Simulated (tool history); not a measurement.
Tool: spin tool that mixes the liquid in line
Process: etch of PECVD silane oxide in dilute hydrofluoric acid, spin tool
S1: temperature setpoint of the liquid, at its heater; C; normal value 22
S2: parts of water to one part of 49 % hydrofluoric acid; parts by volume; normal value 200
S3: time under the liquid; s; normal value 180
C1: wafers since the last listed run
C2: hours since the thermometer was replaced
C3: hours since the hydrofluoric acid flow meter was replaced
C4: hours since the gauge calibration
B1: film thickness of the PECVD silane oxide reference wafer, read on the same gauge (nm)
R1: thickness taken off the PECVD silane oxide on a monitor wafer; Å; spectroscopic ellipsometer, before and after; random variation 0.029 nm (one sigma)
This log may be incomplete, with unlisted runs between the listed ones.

| run | hour | S1 | S2 | S3 | C1 | C2 | C3 | C4 | B1 | R1 |
|---|---|---|---|---|---|---|---|---|---|---|
| 1 | 0 | 22 | 200 | 180 | 0 | 2948.5 | 806.3 | 170.5 | 29.99 | 137 |
| 2 | 10.5 | 22 | 200 | 180 | 89 | 2959 | 816.8 | 181 | 30 | 137.3 |
| 3 | 23.5 | 22 | 200 | 180 | 111 | 2972 | 829.8 | 194 | 29.97 | 136.9 |
| 4 | 40.1 | 22 | 200 | 180 | 141 | 2988.6 | 846.4 | 210.6 | 29.97 | 137.1 |
| 5 | 47.9 | 22 | 200 | 180 | 66 | 2996.4 | 854.2 | 218.4 | 30 | 136.4 |
| 6 | 54 | 22 | 200 | 180 | 52 | 3002.5 | 860.3 | 224.5 | 29.97 | 137 |
|  | 57.1 | gauge calibrated |
|  | 62.1 | thermometer replaced |
| 7 | 65 | 22 | 200 | 180 | 85 | 2.9 | 871.3 | 7.9 | 30.01 | 136.5 |
| 8 | 84.2 | 22 | 200 | 180 | 163 | 22.1 | 890.5 | 27.1 | 30 | 136.5 |
| 9 | 93.8 | 19.5 | 145 | 255 | 81 | 31.7 | 900.1 | 36.7 | 30 | 256.4 |
| 10 | 107 | 20 | 200 | 260 | 112 | 44.9 | 913.3 | 49.9 | 30 | 182.8 |
| 11 | 114.7 | 22 | 200 | 180 | 65 | 52.6 | 921 | 57.6 | 29.98 | 136 |
| 12 | 122.6 | 22 | 200 | 180 | 67 | 60.5 | 928.9 | 65.5 | 29.96 | 135.7 |
|  | 129.6 | hydrofluoric acid flow meter replaced |
| 13 | 135 | 18.5 | 235 | 220 | 97 | 72.9 | 5.4 | 77.9 | 30.01 | 126 |
| 14 | 141.4 | 20.5 | 135 | 145 | 54 | 79.3 | 11.8 | 84.3 | 30 | 173.2 |
| 15 | 157.7 | 24.5 | 295 | 240 | 139 | 95.6 | 28.1 | 100.6 | 30.05 | 128.7 |
| 16 | 182.5 | 26.5 | 285 | 180 | 211 | 120.4 | 52.9 | 125.4 | 29.99 | 107.8 |

Below, each run's measurement less what the same run would have read without the hidden state. Both values contain the same run-to-run variation, but the gauge's scatter may not be the same in both:
Hidden conditions of the tool in this case: liquid hotter than its thermometer reads (K); hydrofluoric acid flow below the setpoint (%); gauge reads high (%).
| run | R1 |
|---|---|
| 1 | -6.6 |
| 2 | -6.6 |
| 3 | -6.7 |
| 4 | -6.9 |
| 5 | -6.9 |
| 6 | -7 |
| 7 | -7.1 |
| 8 | -7.2 |
| 9 | -13 |
| 10 | -9.8 |
| 11 | -7.4 |
| 12 | -7.5 |
| 13 | -0.1 |
| 14 | -0.1 |
| 15 | -0.3 |
| 16 | -0.3 |
